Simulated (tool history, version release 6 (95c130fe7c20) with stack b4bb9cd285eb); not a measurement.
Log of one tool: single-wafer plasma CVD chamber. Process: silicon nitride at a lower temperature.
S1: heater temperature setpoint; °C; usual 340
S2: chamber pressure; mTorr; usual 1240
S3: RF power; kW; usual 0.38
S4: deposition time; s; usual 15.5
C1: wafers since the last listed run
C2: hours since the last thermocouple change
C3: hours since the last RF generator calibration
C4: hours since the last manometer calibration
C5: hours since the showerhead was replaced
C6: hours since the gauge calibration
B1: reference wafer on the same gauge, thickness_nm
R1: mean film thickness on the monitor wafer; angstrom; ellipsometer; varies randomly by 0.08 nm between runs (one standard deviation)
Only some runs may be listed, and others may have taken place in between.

{"run": 1, "hour": 0.0, "S1": 340, "S2": 1240, "S3": 0.38, "S4": 15.5, "C1": 0, "C2": 988.8, "C3": 1331.6, "C4": 1660.8, "C5": 4017.4, "C6": 639.3, "B1": 18.512, "R1": 180.44}
{"run": 2, "hour": 75.8, "S1": 340, "S2": 1240, "S3": 0.335, "S4": 15.5, "C1": 3216, "C2": 1064.6, "C3": 1407.4, "C4": 1736.6, "C5": 4093.2, "C6": 715.1, "B1": 18.487, "R1": 169.46}
{"run": 3, "hour": 97.9, "S1": 340, "S2": 1240, "S3": 0.335, "S4": 15.5, "C1": 937, "C2": 1086.7, "C3": 1429.5, "C4": 1758.7, "C5": 4115.3, "C6": 737.2, "B1": 18.539, "R1": 168.52}
{"run": 4, "hour": 122.2, "S1": 340, "S2": 1240, "S3": 0.335, "S4": 15.5, "C1": 1031, "C2": 1111, "C3": 1453.8, "C4": 1783, "C5": 4139.6, "C6": 761.5, "B1": 18.48, "R1": 169.67}
{"run": 5, "hour": 147.4, "S1": 340, "S2": 1240, "S3": 0.38, "S4": 15.5, "C1": 1069, "C2": 1136.2, "C3": 1479, "C4": 1808.2, "C5": 4164.8, "C6": 786.7, "B1": 18.517, "R1": 179.92}
{"run": 6, "hour": 178.1, "S1": 340, "S2": 1240, "S3": 0.38, "S4": 15.5, "C1": 1302, "C2": 1166.9, "C3": 1509.7, "C4": 1838.9, "C5": 4195.5, "C6": 817.4, "B1": 18.522, "R1": 180.47}
{"hour": 190.6, "done": "showerhead replaced"}
{"run": 7, "hour": 209.9, "S1": 340, "S2": 1240, "S3": 0.38, "S4": 15.5, "C1": 1009, "C2": 1198.7, "C3": 1541.5, "C4": 1870.7, "C5": 19.3, "C6": 849.2, "B1": 18.516, "R1": 179.55}
{"run": 8, "hour": 237.7, "S1": 334, "S2": 1240, "S3": 0.38, "S4": 15.5, "C1": 1179, "C2": 1226.5, "C3": 1569.3, "C4": 1898.5, "C5": 47.1, "C6": 877, "B1": 18.447, "R1": 180.3}
{"run": 9, "hour": 251.7, "S1": 340, "S2": 1240, "S3": 0.345, "S4": 15.5, "C1": 594, "C2": 1240.5, "C3": 1583.3, "C4": 1912.5, "C5": 61.1, "C6": 891, "B1": 18.476, "R1": 171.56}
{"run": 10, "hour": 275.0, "S1": 340, "S2": 1240, "S3": 0.345, "S4": 15.5, "C1": 988, "C2": 1263.8, "C3": 1606.6, "C4": 1935.8, "C5": 84.4, "C6": 914.3, "B1": 18.498, "R1": 170.31}
{"hour": 282.3, "done": "gauge calibrated"}
{"run": 11, "hour": 305.9, "S1": 340, "S2": 1340, "S3": 0.38, "S4": 15.5, "C1": 1311, "C2": 1294.7, "C3": 1637.5, "C4": 1966.7, "C5": 115.3, "C6": 23.6, "B1": 18.467, "R1": 183.15}
{"run": 12, "hour": 318.3, "S1": 340, "S2": 1010, "S3": 0.38, "S4": 15.5, "C1": 526, "C2": 1307.1, "C3": 1649.9, "C4": 1979.1, "C5": 127.7, "C6": 36, "B1": 18.522, "R1": 166.81}
{"run": 13, "hour": 351.1, "S1": 346, "S2": 1240, "S3": 0.445, "S4": 12.5, "C1": 1391, "C2": 1339.9, "C3": 1682.7, "C4": 2011.9, "C5": 160.5, "C6": 68.8, "B1": 18.51, "R1": 155.86}
{"run": 14, "hour": 370.0, "S1": 355, "S2": 1160, "S3": 0.43, "S4": 15.5, "C1": 801, "C2": 1358.8, "C3": 1701.6, "C4": 2030.8, "C5": 179.4, "C6": 87.7, "B1": 18.507, "R1": 182.67}
{"run": 15, "hour": 403.4, "S1": 347, "S2": 1240, "S3": 0.38, "S4": 13.9, "C1": 1417, "C2": 1392.2, "C3": 1735, "C4": 2064.2, "C5": 212.8, "C6": 121.1, "B1": 18.467, "R1": 159.5}
{"run": 16, "hour": 435.5, "S1": 328, "S2": 1060, "S3": 0.38, "S4": 13.2, "C1": 1362, "C2": 1424.3, "C3": 1767.1, "C4": 2096.3, "C5": 244.9, "C6": 153.2, "B1": 18.496, "R1": 145.05}
{"run": 17, "hour": 456.9, "S1": 348, "S2": 1240, "S3": 0.38, "S4": 15.5, "C1": 908, "C2": 1445.7, "C3": 1788.5, "C4": 2117.7, "C5": 266.3, "C6": 174.6, "B1": 18.492, "R1": 178.28}
{"run": 18, "hour": 484.7, "S1": 355, "S2": 1160, "S3": 0.43, "S4": 15.5, "C1": 1179, "C2": 1473.5, "C3": 1816.3, "C4": 2145.5, "C5": 294.1, "C6": 202.4, "B1": 18.486, "R1": 183.29}
{"run": 19, "hour": 518.4, "S1": 355, "S2": 1160, "S3": 0.43, "S4": 15.5, "C1": 1429, "C2": 1507.2, "C3": 1850, "C4": 2179.2, "C5": 327.8, "C6": 236.1, "B1": 18.479, "R1": 184.42}
{"hour": 527.4, "done": "capacitance manometer re-zeroed and calibrated"}
{"run": 20, "hour": 602.7, "S1": 348, "S2": 1000, "S3": 0.38, "S4": 15.5, "C1": 3237, "C2": 1591.5, "C3": 1934.3, "C4": 75.3, "C5": 412.1, "C6": 320.4, "B1": 18.516, "R1": 170.86}
{"hour": 615.1, "done": "thermocouple changed; heater temperature recalibrated"}
{"hour": 690.1, "done": "RF generator calibrated"}
{"run": 21, "hour": 696.2, "S1": 340, "S2": 1240, "S3": 0.38, "S4": 15.5, "C1": 3288, "C2": 81.1, "C3": 6.1, "C4": 168.8, "C5": 505.6, "C6": 413.9, "B1": 18.512, "R1": 182.79}
{"run": 22, "hour": 713.9, "S1": 340, "S2": 1240, "S3": 0.34, "S4": 18.1, "C1": 751, "C2": 98.8, "C3": 23.8, "C4": 186.5, "C5": 523.3, "C6": 431.6, "B1": 18.502, "R1": 203.19}
{"run": 23, "hour": 749.4, "S1": 340, "S2": 1240, "S3": 0.41, "S4": 14, "C1": 1506, "C2": 134.3, "C3": 59.3, "C4": 222, "C5": 558.8, "C6": 467.1, "B1": 18.496, "R1": 171.88}
{"run": 24, "hour": 781.6, "S1": 340, "S2": 1050, "S3": 0.38, "S4": 15.5, "C1": 1366, "C2": 166.5, "C3": 91.5, "C4": 254.2, "C5": 591, "C6": 499.3, "B1": 18.522, "R1": 172.24}
{"run": 25, "hour": 867.2, "S1": 340, "S2": 1240, "S3": 0.38, "S4": 12.9, "C1": 3632, "C2": 252.1, "C3": 177.1, "C4": 339.8, "C5": 676.6, "C6": 584.9, "B1": 18.45, "R1": 152.06}
{"run": 26, "hour": 893.5, "S1": 353, "S2": 1480, "S3": 0.38, "S4": 15.5, "C1": 1115, "C2": 278.4, "C3": 203.4, "C4": 366.1, "C5": 702.9, "C6": 611.2, "B1": 18.505, "R1": 191.69}
{"run": 27, "hour": 917.7, "S1": 340, "S2": 1240, "S3": 0.435, "S4": 15.5, "C1": 1026, "C2": 302.6, "C3": 227.6, "C4": 390.3, "C5": 727.1, "C6": 635.4, "B1": 18.508, "R1": 194.5}
{"run": 28, "hour": 944.2, "S1": 333, "S2": 1240, "S3": 0.4, "S4": 17.8, "C1": 1124, "C2": 329.1, "C3": 254.1, "C4": 416.8, "C5": 753.6, "C6": 661.9, "B1": 18.489, "R1": 216.47}

Exercise: give the hidden state of the tool at every run:
wafer temperature above the value expected at the setpoint (K): 0 at every run
delivered RF power above the setpoint (%): 0 at every run
gauge reads high (%): 0 at every run
H1: true pressure above the setpoint (%)
run=1 H1=-4.94
run=2 H1=-5.21
run=3 H1=-5.28
run=4 H1=-5.37
run=5 H1=-5.46
run=6 H1=-5.56
run=7 H1=-5.68
run=8 H1=-5.77
run=9 H1=-5.82
run=10 H1=-5.9
run=11 H1=-6.01
run=12 H1=-6.05
run=13 H1=-6.17
run=14 H1=-6.24
run=15 H1=-6.35
run=16 H1=-6.46
run=17 H1=-6.54
run=18 H1=-6.64
run=19 H1=-6.75
run=20 H1=0.518
run=21 H1=0.191
run=22 H1=0.129
run=23 H1=0.00486
run=24 H1=-0.108
run=25 H1=-0.407
run=26 H1=-0.499
run=27 H1=-0.584
run=28 H1=-0.676
